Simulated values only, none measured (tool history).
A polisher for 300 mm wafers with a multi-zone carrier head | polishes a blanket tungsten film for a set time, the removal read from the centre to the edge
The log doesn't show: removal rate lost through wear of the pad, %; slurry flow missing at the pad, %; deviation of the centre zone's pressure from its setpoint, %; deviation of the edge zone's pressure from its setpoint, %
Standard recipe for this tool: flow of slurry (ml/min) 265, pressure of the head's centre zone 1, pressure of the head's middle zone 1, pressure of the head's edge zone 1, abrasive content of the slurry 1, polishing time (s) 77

run   hour  flow of slurry (ml/min)  pressure of the head's centre zone  pressure of the head's middle zone  pressure of the head's edge zone  abrasive content of the slurry  polishing time (s)  wafers since the last listed run  wafers polished on this pad  hours since the slurry nozzle was cleaned  hours since the centre zone pressure was calibrated  hours since the edge zone pressure was calibrated  hours since the carrier head's membrane was replaced  incoming thickness of the incoming film, nm  film removed at the wafer's centre (Å)  film removed at mid-radius (Å)  film removed at the wafer's edge (Å)
  1      0                      290                                   1                                   1                                 1                               1                  66                                 0                         1719                                        130                                                191.7                                                 32                                                   5.6                                       1383.5                                    3599                            3487                                  3532
  2   27.8                      265                                   1                                   1                                 1                               1                  77                               339                         2059                                      157.8                                                219.5                                               59.8                                                  33.4                                       1382.8                                    4115                            4186                                  4068
  3   56.8                      265                                   1                                   1                                 1                            1.15                  70                               353                         2413                                      186.8                                                248.5                                               88.8                                                  62.4                                       1407.4                                    3912                            3961                                  3840
      71.3  -- worn pad replaced by a new one
  4   91.1                      265                                   1                                   1                                 1                               1                  67                               369                          242                                      221.1                                                282.8                                              123.1                                                  96.7                                       1361.8                                    3600                            3564                                  3554
  5  118.6                      265                                0.95                                   1                                 1                             1.1                  62                               335                          577                                      248.6                                                310.3                                              150.6                                                 124.2                                       1369.2                                    3283                            3334                                  3374
  6  131.7                      340                                   1                                1.07                              1.06                            1.15                  77                               159                          737                                      261.7                                                323.4                                              163.7                                                 137.3                                       1365.2                                    4344                            4732                                  4446
  7  150.2                      265                                   1                                   1                                 1                               1                  77                               225                          963                                      280.2                                                341.9                                              182.2                                                 155.8                                       1369.5                                    4079                            4149                                  4052
  8  185.5                      265                                0.95                                0.91                                 1                             0.8                  93                               430                         1394                                      315.5                                                377.2                                              217.5                                                 191.1                                       1390.5                                    4356                            4243                                  4497
     251.6  -- worn pad replaced by a new one
  9  252.1                      265                                   1                                0.92                              0.91                               1                  77                               764                            5                                      382.1                                                443.8                                              284.1                                                 257.7                                       1390.8                                    4117                            3889                                  3899
 10  262.8                      265                                   1                                   1                                 1                               1                  77                               130                          136                                      392.8                                                454.5                                              294.8                                                 268.4                                       1381.1                                    4075                            4197                                  4074
     281.7  -- edge zone pressure recalibrated
 11  282.2                      265                                1.03                                0.97                                 1                            1.25                  77                               212                          348                                      412.2                                                473.9                                                0.5                                                 287.8                                       1376.6                                    4475                            4364                                  4412
 12  307.7                      265                                   1                                   1                                 1                               1                  77                               311                          659                                      437.7                                                499.4                                                 26                                                 313.3                                       1381.4                                    4041                            4163                                  4109
 13  332.6                      320                                1.06                                0.93                                 1                               1                  96                               303                          963                                      462.6                                                524.3                                               50.9                                                 338.2                                       1378.9                                    5469                            5047                                  5156
 14  358.4                      265                                   1                                   1                                 1                               1                  77                               314                         1278                                      488.4                                                550.1                                               76.7                                                   364                                       1385.7                                    4007                            4144                                  4071

Run 15 comes next. What will it give?
 15  374.9                      265                                   1                                   1                                 1                               1                  77                               201                         1479                                      504.9                                                566.6                                               93.2                                                 380.5                                       1369.2                                       ?                               ?                                     ?

film removed at the wafer's centre (Å): 3986
film removed at mid-radius (Å): 4049
film removed at the wafer's edge (Å): 4092
Minus the tool's unlogged condition, the same run would have read film removed at the wafer's centre (Å) 4140, film removed at mid-radius (Å) 4049, film removed at the wafer's edge (Å) 4092.
